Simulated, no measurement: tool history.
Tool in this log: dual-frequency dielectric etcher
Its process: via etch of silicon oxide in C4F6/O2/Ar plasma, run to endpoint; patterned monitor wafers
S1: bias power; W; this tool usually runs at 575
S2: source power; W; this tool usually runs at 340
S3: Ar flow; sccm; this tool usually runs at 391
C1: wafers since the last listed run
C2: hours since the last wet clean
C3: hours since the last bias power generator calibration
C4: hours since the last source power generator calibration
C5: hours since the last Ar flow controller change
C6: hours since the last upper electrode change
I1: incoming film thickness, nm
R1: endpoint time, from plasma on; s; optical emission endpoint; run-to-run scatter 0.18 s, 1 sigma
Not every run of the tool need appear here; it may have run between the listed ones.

run	hour	S1	S2	S3	C1	C2	C3	C4	C5	C6	I1	R1
1	0.0	575	340	391	0	17.5	3582.1	1296.9	2269.2	4637.3	122.5	28.9
2	24.2	575	340	391	431	41.7	3606.3	1321.1	2293.4	4661.5	122.9	29.2
3	51.8	575	340	391	491	69.3	3633.9	1348.7	2321.0	4689.1	121.9	29.3
4	80.3	575	340	391	508	97.8	3662.4	1377.2	2349.5	4717.6	123.0	29.3
5	115.8	475	340	391	632	133.3	3697.9	1412.7	2385.0	4753.1	122.6	30.7
6	134.9	475	340	391	340	152.4	3717.0	1431.8	2404.1	4772.2	121.9	30.6
7	159.1	475	340	391	431	176.6	3741.2	1456.0	2428.3	4796.4	123.2	31.1
8	181.4	575	340	391	397	198.9	3763.5	1478.3	2450.6	4818.7	123.5	29.8
9	200.6	575	340	391	342	218.1	3782.7	1497.5	2469.8	4837.9	124.2	30.2
10	233.3	575	340	391	582	250.8	3815.4	1530.2	2502.5	4870.6	122.6	29.6
11	250.2	651	340	391	301	267.7	3832.3	1547.1	2519.4	4887.5	123.0	28.8
12	280.5	651	340	391	540	298.0	3862.6	1577.4	2549.7	4917.8	123.5	28.7
13	304.8	651	340	391	433	322.3	3886.9	1601.7	2574.0	4942.1	122.7	28.6
14	336.6	575	340	391	566	354.1	3918.7	1633.5	2605.8	4973.9	122.3	29.7
# hour 352.7: Ar flow controller replaced
# hour 374.6: bias power generator calibrated
# hour 396.2: upper electrode replaced
15	396.7	575	340	391	508	414.2	22.1	1693.6	44.0	0.5	121.5	29.8
16	414.9	575	310	391	324	432.4	40.3	1711.8	62.2	18.7	123.6	31.3
17	447.1	691	390	423	573	464.6	72.5	1744.0	94.4	50.9	123.8	27.5
18	467.0	575	400	336	354	484.5	92.4	1763.9	114.3	70.8	123.8	28.3
19	497.5	575	260	333	543	515.0	122.9	1794.4	144.8	101.3	122.8	32.8
# hour 530.4: source power generator calibrated
# hour 530.5: wet clean of the chamber
20	531.0	482	370	308	525	0.5	156.4	0.6	178.3	134.8	122.3	29.5
21	534.0	575	340	391	53	3.5	159.4	3.6	181.3	137.8	124.1	29.7
22	548.2	575	340	391	253	17.7	173.6	17.8	195.5	152.0	123.2	29.8

What does the tool deliver on the next run?
23	564.9	575	400	336	297	34.4	190.3	34.5	212.2	168.7	123.6	?

{"run 23": {"R1": 27.6}}
Had the tool carried no hidden state, the very same run would have given R1 27.3 s.
